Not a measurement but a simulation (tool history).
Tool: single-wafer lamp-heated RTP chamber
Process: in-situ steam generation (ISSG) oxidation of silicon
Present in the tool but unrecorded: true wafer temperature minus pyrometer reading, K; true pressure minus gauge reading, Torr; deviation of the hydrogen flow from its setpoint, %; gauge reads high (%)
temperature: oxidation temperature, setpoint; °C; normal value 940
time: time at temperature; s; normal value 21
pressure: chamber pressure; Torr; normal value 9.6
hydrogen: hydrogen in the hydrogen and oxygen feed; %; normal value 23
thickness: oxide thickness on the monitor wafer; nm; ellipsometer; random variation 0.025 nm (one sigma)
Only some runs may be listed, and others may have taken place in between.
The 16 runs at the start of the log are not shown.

| run | hour | temperature | time | pressure | hydrogen | wafers since the last listed run | wafers since the last pyrometer calibration | hours since the pressure gauge was zeroed | hours since the hydrogen flow controller was replaced | hours since the gauge calibration | read-back reference wafer on the same gauge, thickness | thickness |
|---|---|---|---|---|---|---|---|---|---|---|---|---|
| 17 | 413.5 | 940 | 15 | 10.2 | 16 | 207 | 5454 | 221.5 | 24.2 | 987.0 | 4.401 | 3.864 |
| 18 | 437.3 | 940 | 21 | 9.1 | 20 | 321 | 5776 | 245.3 | 48.0 | 1010.8 | 4.400 | 4.715 |
| 19 | 458.3 | 926 | 21 | 9.6 | 23 | 283 | 6059 | 266.3 | 69.0 | 1031.8 | 4.399 | 4.665 |
|  | 471.6 | pyrometer window cleaned and pyrometer calibrated |
| 20 | 486.7 | 940 | 21 | 9.6 | 23 | 275 | 203 | 294.7 | 97.4 | 1060.2 | 4.398 | 4.757 |
| 21 | 521.7 | 940 | 26 | 8.6 | 17 | 472 | 675 | 329.7 | 132.4 | 1095.2 | 4.400 | 4.846 |
| 22 | 552.9 | 940 | 21 | 9.6 | 23 | 421 | 1096 | 360.9 | 163.6 | 1126.4 | 4.402 | 4.699 |
|  | 560.9 | gauge calibrated |
| 23 | 576.4 | 940 | 21 | 9.6 | 23 | 317 | 1414 | 384.4 | 187.1 | 15.5 | 4.399 | 4.715 |
| 24 | 602.5 | 940 | 21 | 9.6 | 29 | 352 | 1766 | 410.5 | 213.2 | 41.6 | 4.403 | 5.025 |
| 25 | 634.3 | 940 | 28 | 9.0 | 23 | 429 | 2195 | 442.3 | 245.0 | 73.4 | 4.398 | 5.382 |
| 26 | 658.4 | 940 | 21 | 9.0 | 23 | 325 | 2521 | 466.4 | 269.1 | 97.5 | 4.406 | 4.799 |
| 27 | 689.6 | 940 | 21 | 10.2 | 28 | 421 | 2942 | 497.6 | 300.3 | 128.7 | 4.399 | 4.872 |
| 28 | 706.9 | 940 | 26 | 10.2 | 19 | 233 | 3176 | 514.9 | 317.6 | 146.0 | 4.405 | 4.920 |
| 29 | 724.3 | 951 | 21 | 8.8 | 23 | 234 | 3411 | 532.3 | 335.0 | 163.4 | 4.402 | 4.966 |
| 30 | 760.1 | 940 | 21 | 10.2 | 26 | 483 | 3894 | 568.1 | 370.8 | 199.2 | 4.399 | 4.844 |
| 31 | 793.0 | 960 | 21 | 10.2 | 28 | 444 | 4338 | 601.0 | 403.7 | 232.1 | 4.404 | 5.244 |
| 32 | 824.2 | 952 | 21 | 9.6 | 23 | 421 | 4759 | 632.2 | 434.9 | 263.3 | 4.400 | 4.932 |

3 options for the next run, each taken on its own from the tool as it stands now. Forecast them:
| A | 824.6 | 940 | 21 | 9.6 | 23 | 5 | 4765 | 632.6 | 435.3 | 263.7 | ? | ? |
| B | 824.6 | 940 | 16 | 9.6 | 18 | 5 | 4765 | 632.6 | 435.3 | 263.7 | ? | ? |
| C | 824.6 | 940 | 24 | 9.6 | 23 | 5 | 4765 | 632.6 | 435.3 | 263.7 | ? | ? |

| run | read-back reference wafer on the same gauge, thickness | thickness |
|---|---|---|
| A | 4.400 | 4.789 |
| B | 4.400 | 4.076 |
| C | 4.400 | 5.060 |
With the hidden condition removed and each run's random variation left untouched, the same runs would have given:
| run | thickness |
|---|---|
| A | 4.711 |
| B | 4.016 |
| C | 4.974 |
